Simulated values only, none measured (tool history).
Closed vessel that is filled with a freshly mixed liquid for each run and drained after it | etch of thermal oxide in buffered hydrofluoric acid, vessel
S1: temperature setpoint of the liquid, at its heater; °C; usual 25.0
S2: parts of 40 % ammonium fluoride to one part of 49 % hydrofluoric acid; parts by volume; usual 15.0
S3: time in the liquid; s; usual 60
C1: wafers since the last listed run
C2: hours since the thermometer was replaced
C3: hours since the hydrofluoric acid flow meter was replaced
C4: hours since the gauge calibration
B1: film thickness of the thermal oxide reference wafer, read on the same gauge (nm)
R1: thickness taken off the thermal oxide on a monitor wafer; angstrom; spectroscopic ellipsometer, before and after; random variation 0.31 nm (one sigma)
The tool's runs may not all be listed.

run 1 hour=0.0 | S1=25.0 S2=12.0 S3=60 | C1=0 C2=837.2 C3=296.7 C4=278.9 | B1=120.01 | R1=804.8
run 2 hour=10.1 | S1=25.0 S2=13.5 S3=60 | C1=977 C2=847.3 C3=306.8 C4=289.0 | B1=120.02 | R1=714.2
run 3 hour=18.8 | S1=25.0 S2=15.0 S3=60 | C1=842 C2=856.0 C3=315.5 C4=297.7 | B1=120.01 | R1=649.3
run 4 hour=32.2 | S1=25.0 S2=15.0 S3=60 | C1=1297 C2=869.4 C3=328.9 C4=311.1 | B1=120.00 | R1=641.5
run 5 hour=39.6 | S1=25.0 S2=15.0 S3=60 | C1=716 C2=876.8 C3=336.3 C4=318.5 | B1=120.00 | R1=646.9
run 6 hour=51.2 | S1=23.0 S2=15.0 S3=60 | C1=1123 C2=888.4 C3=347.9 C4=330.1 | B1=119.99 | R1=579.8
run 7 hour=66.0 | S1=23.0 S2=15.0 S3=60 | C1=1432 C2=903.2 C3=362.7 C4=344.9 | B1=119.99 | R1=582.8
run 8 hour=75.2 | S1=25.0 S2=15.0 S3=60 | C1=890 C2=912.4 C3=371.9 C4=354.1 | B1=120.01 | R1=648.8
run 9 hour=86.4 | S1=25.0 S2=15.0 S3=60 | C1=1084 C2=923.6 C3=383.1 C4=365.3 | B1=119.99 | R1=654.0
run 10 hour=96.2 | S1=25.0 S2=15.0 S3=60 | C1=948 C2=933.4 C3=392.9 C4=375.1 | B1=119.97 | R1=648.2
run 11 hour=112.4 | S1=25.0 S2=15.0 S3=60 | C1=1568 C2=949.6 C3=409.1 C4=391.3 | B1=119.99 | R1=659.4
run 12 hour=119.6 | S1=23.5 S2=15.0 S3=60 | C1=697 C2=956.8 C3=416.3 C4=398.5 | B1=120.02 | R1=604.6
run 13 hour=127.8 | S1=23.5 S2=15.0 S3=60 | C1=793 C2=965.0 C3=424.5 C4=406.7 | B1=119.97 | R1=603.3
-- hour=136.8 thermometer replaced
run 14 hour=143.2 | S1=25.0 S2=15.0 S3=80 | C1=1394 C2=6.4 C3=439.9 C4=422.1 | B1=120.01 | R1=757.1
-- hour=145.5 gauge calibrated
-- hour=161.3 hydrofluoric acid flow meter replaced
run 15 hour=161.8 | S1=23.0 S2=15.0 S3=60 | C1=1704 C2=25.0 C3=0.5 C4=16.3 | B1=119.97 | R1=514.7
run 16 hour=176.8 | S1=25.0 S2=15.0 S3=30 | C1=1452 C2=40.0 C3=15.5 C4=31.3 | B1=119.99 | R1=288.8
run 17 hour=193.8 | S1=28.0 S2=12.5 S3=30 | C1=1645 C2=57.0 C3=32.5 C4=48.3 | B1=119.96 | R1=400.2
run 18 hour=203.8 | S1=25.0 S2=15.0 S3=60 | C1=968 C2=67.0 C3=42.5 C4=58.3 | B1=119.99 | R1=575.4
run 19 hour=219.3 | S1=25.0 S2=15.0 S3=60 | C1=1500 C2=82.5 C3=58.0 C4=73.8 | B1=120.01 | R1=570.2
run 20 hour=230.9 | S1=25.0 S2=13.5 S3=60 | C1=1123 C2=94.1 C3=69.6 C4=85.4 | B1=119.97 | R1=643.8
run 21 hour=244.9 | S1=27.0 S2=17.0 S3=35 | C1=1355 C2=108.1 C3=83.6 C4=99.4 | B1=119.97 | R1=333.8
run 22 hour=261.3 | S1=23.5 S2=19.0 S3=30 | C1=1587 C2=124.5 C3=100.0 C4=115.8 | B1=120.01 | R1=212.4
run 23 hour=278.7 | S1=30.0 S2=10.5 S3=35 | C1=1684 C2=141.9 C3=117.4 C4=133.2 | B1=119.98 | R1=626.6
run 24 hour=291.4 | S1=28.0 S2=15.0 S3=95 | C1=1229 C2=154.6 C3=130.1 C4=145.9 | B1=119.98 | R1=1098.3
run 25 hour=299.9 | S1=23.5 S2=19.5 S3=75 | C1=822 C2=163.1 C3=138.6 C4=154.4 | B1=120.00 | R1=520.0
run 26 hour=314.7 | S1=25.0 S2=10.0 S3=80 | C1=1432 C2=177.9 C3=153.4 C4=169.2 | B1=120.02 | R1=1160.8
run 27 hour=326.9 | S1=21.5 S2=21.0 S3=30 | C1=1181 C2=190.1 C3=165.6 C4=181.4 | B1=120.00 | R1=175.6

Forecast each of these 4 alternatives for the next run:
run A hour=327.6 | S1=25.0 S2=15.0 S3=60 | C1=67 C2=190.8 C3=166.3 C4=182.1 | B1=? | R1=?
run B hour=327.6 | S1=29.5 S2=10.0 S3=45 | C1=67 C2=190.8 C3=166.3 C4=182.1 | B1=? | R1=?
run C hour=327.6 | S1=22.5 S2=20.5 S3=85 | C1=67 C2=190.8 C3=166.3 C4=182.1 | B1=? | R1=?
run D hour=327.6 | S1=25.0 S2=15.0 S3=95 | C1=67 C2=190.8 C3=166.3 C4=182.1 | B1=? | R1=?

run=A B1=120.02 R1=588.5
run=B B1=120.02 R1=833.3
run=C B1=120.02 R1=538.8
run=D B1=120.02 R1=931.9
Without the tool's hidden state the same runs would have given:
run=A R1=568.8
run=B R1=806.2
run=C R1=520.4
run=D R1=900.6
